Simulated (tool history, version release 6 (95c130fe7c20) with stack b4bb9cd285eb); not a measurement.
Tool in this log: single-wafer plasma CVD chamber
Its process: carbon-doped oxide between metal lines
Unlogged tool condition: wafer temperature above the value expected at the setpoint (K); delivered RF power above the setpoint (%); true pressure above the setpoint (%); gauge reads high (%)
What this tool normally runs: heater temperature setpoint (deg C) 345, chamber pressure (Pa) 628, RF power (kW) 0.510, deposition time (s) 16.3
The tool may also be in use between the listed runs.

run	hour	heater temperature setpoint (deg C)	chamber pressure (Pa)	RF power (kW)	deposition time (s)	wafers since the last listed run	hours since the last thermocouple change	hours since the last RF generator calibration	hours since the last manometer calibration	hours since the showerhead was replaced	hours since the gauge calibration	read-back reference wafer on the same gauge, thickness_nm	mean film thickness on the monitor wafer (nm)
1	0.0	345	544	0.510	16.3	0	1012.6	985.9	958.1	3394.0	1024.5	96.936	88.920
# hour 52.4: thermocouple changed; heater temperature recalibrated
2	147.0	345	544	0.510	16.3	4081	94.6	1132.9	1105.1	3541.0	1171.5	96.683	89.094
3	189.4	345	628	0.440	16.3	1244	137.0	1175.3	1147.5	3583.4	1213.9	96.777	82.084
4	254.1	345	628	0.430	16.3	1899	201.7	1240.0	1212.2	3648.1	1278.6	96.790	81.620
5	291.3	345	628	0.430	16.3	1092	238.9	1277.2	1249.4	3685.3	1315.8	96.816	81.707
6	358.6	345	628	0.490	16.3	1975	306.2	1344.5	1316.7	3752.6	1383.1	96.813	88.154
7	420.5	345	628	0.490	16.3	1817	368.1	1406.4	1378.6	3814.5	1445.0	96.667	87.349
8	490.5	345	628	0.490	16.3	2055	438.1	1476.4	1448.6	3884.5	1515.0	96.789	87.605
9	520.9	345	628	0.455	18.8	892	468.5	1506.8	1479.0	3914.9	1545.4	96.849	96.682
# hour 545.8: RF generator calibrated
10	556.3	345	628	0.455	18.8	804	503.9	10.5	1514.4	3950.3	1580.8	96.755	100.628
11	617.8	358	628	0.590	16.3	1805	565.4	72.0	1575.9	4011.8	1642.3	96.740	97.411
# hour 641.3: gauge calibrated
12	670.6	353	471	0.510	16.3	1550	618.2	124.8	1628.7	4064.6	29.3	96.813	87.931
13	742.3	345	572	0.510	18.7	2105	689.9	196.5	1700.4	4136.3	101.0	96.714	104.309
14	784.9	336	567	0.560	16.3	1250	732.5	239.1	1743.0	4178.9	143.6	96.623	98.824
# hour 822.7: showerhead replaced
15	855.0	345	628	0.510	16.3	1823	802.6	309.2	1813.1	32.3	213.7	96.539	92.954
16	948.5	345	628	0.510	16.3	2745	896.1	402.7	1906.6	125.8	307.2	96.713	91.771
# hour 984.1: capacitance manometer re-zeroed and calibrated
17	1007.4	345	628	0.455	18.8	1494	955.0	461.6	23.3	184.7	366.1	96.775	99.047
18	1037.3	345	628	0.510	16.3	877	984.9	491.5	53.2	214.6	396.0	96.509	92.354
19	1102.9	345	628	0.510	16.3	1926	1050.5	557.1	118.8	280.2	461.6	96.616	91.916
# hour 1142.6: thermocouple changed; heater temperature recalibrated
20	1180.5	335	773	0.470	17.3	2043	37.9	634.7	196.4	357.8	539.2	96.717	98.817
21	1209.2	345	728	0.510	18.9	842	66.6	663.4	225.1	386.5	567.9	96.577	107.178
22	1264.7	333	628	0.425	16.3	1629	122.1	718.9	280.6	442.0	623.4	96.531	84.655
23	1309.3	334	628	0.510	16.3	1309	166.7	763.5	325.2	486.6	668.0	96.652	93.936
24	1371.5	345	505	0.555	15.1	1826	228.9	825.7	387.4	548.8	730.2	96.722	87.268
25	1417.1	345	668	0.510	17.7	1338	274.5	871.3	433.0	594.4	775.8	96.788	99.990
26	1488.6	345	628	0.580	13.7	2099	346.0	942.8	504.5	665.9	847.3	96.539	83.053
27	1558.5	345	628	0.510	16.3	2052	415.9	1012.7	574.4	735.8	917.2	96.935	90.585
28	1590.8	353	628	0.575	15.0	948	448.2	1045.0	606.7	768.1	949.5	96.724	88.036

Forecast each of these 4 alternatives for the next run:
A	1591.2	345	477	0.510	16.3	11	448.6	1045.4	607.1	768.5	949.9	?	?
B	1591.2	345	533	0.590	16.3	11	448.6	1045.4	607.1	768.5	949.9	?	?
C	1591.2	345	772	0.585	15.5	11	448.6	1045.4	607.1	768.5	949.9	?	?
D	1591.2	333	487	0.560	17.2	11	448.6	1045.4	607.1	768.5	949.9	?	?

run	read-back reference wafer on the same gauge, thickness_nm	mean film thickness on the monitor wafer (nm)
A	96.727	87.400
B	96.727	96.184
C	96.727	95.512
D	96.727	101.130
Had the tool no hidden state, the same runs would have come out as:
run	mean film thickness on the monitor wafer (nm)
A	89.948
B	98.881
C	98.191
D	104.030
